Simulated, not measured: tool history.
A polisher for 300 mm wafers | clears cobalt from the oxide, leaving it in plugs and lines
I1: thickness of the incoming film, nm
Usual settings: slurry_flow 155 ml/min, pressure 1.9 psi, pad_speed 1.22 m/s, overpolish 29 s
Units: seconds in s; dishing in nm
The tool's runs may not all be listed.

{"run": 1, "hour": 0.0, "slurry_flow": 155, "pressure": 1.9, "pad_speed": 1.46, "overpolish": 29, "I1": 330.2, "seconds": 61, "dishing": 45.5}
{"run": 2, "hour": 63.6, "slurry_flow": 155, "pressure": 1.9, "pad_speed": 1.46, "overpolish": 29, "I1": 325.6, "seconds": 58.8, "dishing": 44.7}
{"run": 3, "hour": 90.2, "slurry_flow": 155, "pressure": 2.2, "pad_speed": 1.22, "overpolish": 29, "I1": 334.3, "seconds": 59, "dishing": 45.2}
{"run": 4, "hour": 118.4, "slurry_flow": 155, "pressure": 1.5, "pad_speed": 1.22, "overpolish": 17, "I1": 324.9, "seconds": 85.6, "dishing": 33.4}
{"run": 5, "hour": 171.3, "slurry_flow": 155, "pressure": 1.9, "pad_speed": 1.22, "overpolish": 29, "I1": 333.2, "seconds": 71.6, "dishing": 43.9}
{"run": 6, "hour": 238.1, "slurry_flow": 125, "pressure": 1.9, "pad_speed": 1.22, "overpolish": 29, "I1": 327.3, "seconds": 75.6, "dishing": 42.2}
{"run": 7, "hour": 272.8, "slurry_flow": 125, "pressure": 1.9, "pad_speed": 1.22, "overpolish": 29, "I1": 332.4, "seconds": 80.9, "dishing": 43.3}
{"run": 8, "hour": 320.7, "slurry_flow": 155, "pressure": 1.9, "pad_speed": 1.22, "overpolish": 29, "I1": 329, "seconds": 69.6, "dishing": 44.2}
{"run": 9, "hour": 389.7, "slurry_flow": 155, "pressure": 1.9, "pad_speed": 1.22, "overpolish": 29, "I1": 333.5, "seconds": 72.4, "dishing": 43.9}
{"run": 10, "hour": 454.6, "slurry_flow": 155, "pressure": 1.9, "pad_speed": 1.22, "overpolish": 29, "I1": 334.1, "seconds": 70.9, "dishing": 43.8}
{"run": 11, "hour": 517.9, "slurry_flow": 155, "pressure": 1.9, "pad_speed": 1.22, "overpolish": 29, "I1": 326.9, "seconds": 74.5, "dishing": 43.4}
{"run": 12, "hour": 558.0, "slurry_flow": 155, "pressure": 1.9, "pad_speed": 1.22, "overpolish": 29, "I1": 328.1, "seconds": 73.3, "dishing": 42.9}
{"run": 13, "hour": 604.2, "slurry_flow": 155, "pressure": 1.9, "pad_speed": 1.22, "overpolish": 29, "I1": 328.7, "seconds": 67.4, "dishing": 44.3}
{"run": 14, "hour": 656.5, "slurry_flow": 155, "pressure": 1.9, "pad_speed": 1.22, "overpolish": 29, "I1": 329.3, "seconds": 68.5, "dishing": 44.1}
{"run": 15, "hour": 866.9, "slurry_flow": 155, "pressure": 1.9, "pad_speed": 1.22, "overpolish": 29, "I1": 330.3, "seconds": 76.9, "dishing": 43.1}
{"run": 16, "hour": 928.4, "slurry_flow": 155, "pressure": 1.9, "pad_speed": 1.22, "overpolish": 29, "I1": 334.7, "seconds": 68.7, "dishing": 44.2}
{"run": 17, "hour": 958.7, "slurry_flow": 155, "pressure": 1.6, "pad_speed": 1.22, "overpolish": 29, "I1": 330.8, "seconds": 81.6, "dishing": 42.4}
{"run": 18, "hour": 997.5, "slurry_flow": 120, "pressure": 2.3, "pad_speed": 1.34, "overpolish": 13, "I1": 331.7, "seconds": 59, "dishing": 35.4}
{"run": 19, "hour": 1040.1, "slurry_flow": 105, "pressure": 1.9, "pad_speed": 1.34, "overpolish": 29, "I1": 327.3, "seconds": 74.2, "dishing": 42.5}
{"run": 20, "hour": 1071.7, "slurry_flow": 155, "pressure": 1.9, "pad_speed": 1.22, "overpolish": 29, "I1": 331.7, "seconds": 71.7, "dishing": 43.9}
{"run": 21, "hour": 1109.6, "slurry_flow": 205, "pressure": 2.6, "pad_speed": 1.22, "overpolish": 29, "I1": 328.4, "seconds": 49.1, "dishing": 45.9}
{"run": 22, "hour": 1180.6, "slurry_flow": 155, "pressure": 1.9, "pad_speed": 1.22, "overpolish": 29, "I1": 326.3, "seconds": 67.2, "dishing": 44.8}
{"run": 23, "hour": 1209.6, "slurry_flow": 155, "pressure": 1.6, "pad_speed": 1.08, "overpolish": 15, "I1": 333.7, "seconds": 89.4, "dishing": 30.4}
{"run": 24, "hour": 1264.6, "slurry_flow": 155, "pressure": 1.9, "pad_speed": 1.22, "overpolish": 29, "I1": 329.1, "seconds": 69.3, "dishing": 43}
{"run": 25, "hour": 1301.4, "slurry_flow": 100, "pressure": 1.5, "pad_speed": 1.44, "overpolish": 18, "I1": 331.9, "seconds": 96.2, "dishing": 32.6}
{"run": 26, "hour": 1364.9, "slurry_flow": 155, "pressure": 1.6, "pad_speed": 1.22, "overpolish": 17, "I1": 332.9, "seconds": 89.2, "dishing": 33.1}
{"run": 27, "hour": 1408.1, "slurry_flow": 180, "pressure": 1.9, "pad_speed": 0.96, "overpolish": 29, "I1": 329.3, "seconds": 85.1, "dishing": 42.6}
{"run": 28, "hour": 1433.0, "slurry_flow": 155, "pressure": 1.3, "pad_speed": 1.22, "overpolish": 29, "I1": 330.7, "seconds": 113.2, "dishing": 38.1}
{"run": 29, "hour": 1497.5, "slurry_flow": 155, "pressure": 1.9, "pad_speed": 1.1, "overpolish": 24, "I1": 324, "seconds": 72.2, "dishing": 40.7}
{"run": 30, "hour": 1542.0, "slurry_flow": 155, "pressure": 1.9, "pad_speed": 1.22, "overpolish": 29, "I1": 322.4, "seconds": 68, "dishing": 45.2}

Not shown: 11 entries that the log had between the listed runs. Between which runs, and how does the tool's hidden state differ before and after?
Between runs 5 and 6: worn pad replaced by a new one (hour 207.1)
  slurry flow missing at the pad, %: 24.2 -> 32.8
  measured less the result without the state, seconds: +4.2 -> +8.2 s; dishing: -0.5 -> -1.3 nm
Between runs 7 and 8: slurry nozzle cleaned (hour 289.7)
  slurry flow missing at the pad, %: 37.3 -> 9.11
  measured less the result without the state, seconds: +10.7 -> +1.3 s; dishing: -1.6 -> -0.2 nm
Between runs 10 and 11: worn pad replaced by a new one (hour 501.1)
  slurry flow missing at the pad, %: 26.3 -> 34.5
  measured less the result without the state, seconds: +4.6 -> +7.2 s; dishing: -0.6 -> -1 nm
Between runs 12 and 13: slurry nozzle cleaned (hour 569.2)
  slurry flow missing at the pad, %: 39.6 -> 6.56
  measured less the result without the state, seconds: +8.8 -> +0.9 s; dishing: -1.2 -> -0.1 nm
Between runs 14 and 15: worn pad replaced by a new one (hour 803.3); head pressure recalibrated (hour 835.4)
  slurry flow missing at the pad, %: 13.3 -> 40.4
  measured less the result without the state, seconds: +1.9 -> +9.5 s; dishing: -0.3 -> -1.3 nm
Between runs 15 and 16: slurry nozzle cleaned (hour 895.7)
  slurry flow missing at the pad, %: 40.4 -> 6.67
  measured less the result without the state, seconds: +9.5 -> +0.9 s; dishing: -1.3 -> -0.2 nm
Between runs 21 and 22: worn pad replaced by a new one (hour 1147.2); slurry nozzle cleaned (hour 1168)
  slurry flow missing at the pad, %: 30 -> 9.23
  measured less the result without the state, seconds: +3 -> +1.2 s; dishing: -0.3 -> -0.2 nm
Between runs 27 and 28: worn pad replaced by a new one (hour 1429.7)
  slurry flow missing at the pad, %: 38.5 -> 41.7
  measured less the result without the state, seconds: +8.4 -> +14.7 s; dishing: -1.3 -> -2.1 nm
Between runs 28 and 29: slurry nozzle cleaned (hour 1492.6)
  slurry flow missing at the pad, %: 41.7 -> 1.44
  measured less the result without the state, seconds: +14.7 -> +0.2 s; dishing: -2.1 -> +0 nm
